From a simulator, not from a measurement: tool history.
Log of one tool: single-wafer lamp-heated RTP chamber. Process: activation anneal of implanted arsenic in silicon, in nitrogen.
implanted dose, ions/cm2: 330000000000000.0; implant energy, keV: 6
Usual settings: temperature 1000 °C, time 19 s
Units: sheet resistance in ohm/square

| run | day | temperature | time | wafers since the last listed run | wafers since the last pyrometer calibration | wafers since the reflector plate was cleaned | hours since the gauge calibration | read-back reference wafer on the same gauge, sheet resistance | sheet resistance |
|---|---|---|---|---|---|---|---|---|---|
| 1 | 0.000 | 987 | 11 | 0 | 6039 | 8898 | 330.3 | 234.68 | 298.83 |
| 2 | 2.033 | 987 | 11 | 504 | 6543 | 9402 | 379.1 | 234.45 | 298.11 |
| 3 | 4.117 | 987 | 11 | 516 | 7060 | 9919 | 429.1 | 233.92 | 298.54 |
| 4 | 6.379 | 1000 | 19 | 561 | 7621 | 10480 | 483.4 | 233.65 | 286.68 |
| 5 | 8.208 | 1000 | 19 | 453 | 8075 | 10934 | 527.3 | 233.49 | 286.46 |
|  | 8.767 | pyrometer window cleaned and pyrometer calibrated |
| 6 | 11.204 | 1000 | 19 | 660 | 604 | 11595 | 599.2 | 232.67 | 285.74 |
| 7 | 12.346 | 1000 | 19 | 283 | 888 | 11878 | 626.6 | 232.43 | 283.54 |
| 8 | 13.396 | 1000 | 19 | 260 | 1148 | 12138 | 651.8 | 232.13 | 285.44 |
| 9 | 15.475 | 1000 | 16 | 515 | 1664 | 12654 | 701.7 | 231.60 | 287.12 |
| 10 | 17.512 | 1007 | 27 | 505 | 2169 | 13160 | 750.6 | 230.79 | 274.10 |
| 11 | 19.483 | 1007 | 27 | 488 | 2658 | 13649 | 797.9 | 230.13 | 274.70 |
| 12 | 22.362 | 1007 | 27 | 714 | 3373 | 14363 | 867.0 | 229.25 | 273.89 |
| 13 | 24.712 | 1014 | 13 | 582 | 3956 | 14946 | 923.4 | 228.29 | 279.84 |
|  | 25.612 | gauge calibrated |
| 14 | 26.717 | 1014 | 13 | 497 | 4453 | 15443 | 26.5 | 235.77 | 291.95 |
|  | 28.325 | reflector plate cleaned |
| 15 | 29.192 | 1014 | 13 | 531 | 4984 | 214 | 85.9 | 236.25 | 289.71 |
| 16 | 30.571 | 1014 | 22 | 342 | 5326 | 556 | 119.0 | 235.95 | 280.92 |
| 17 | 32.154 | 987 | 29 | 392 | 5719 | 949 | 157.0 | 235.57 | 288.21 |

Run 18 comes next. What will it give?
| 18 | 33.283 | 1029 | 29 | 280 | 5999 | 1229 | 184.1 | ? | ? |

Run 18 gave read-back reference wafer on the same gauge, sheet resistance 235.76, sheet resistance 271.34 ohm/square.
Without the tool's hidden state the same run would have given sheet resistance 271.62 ohm/square.
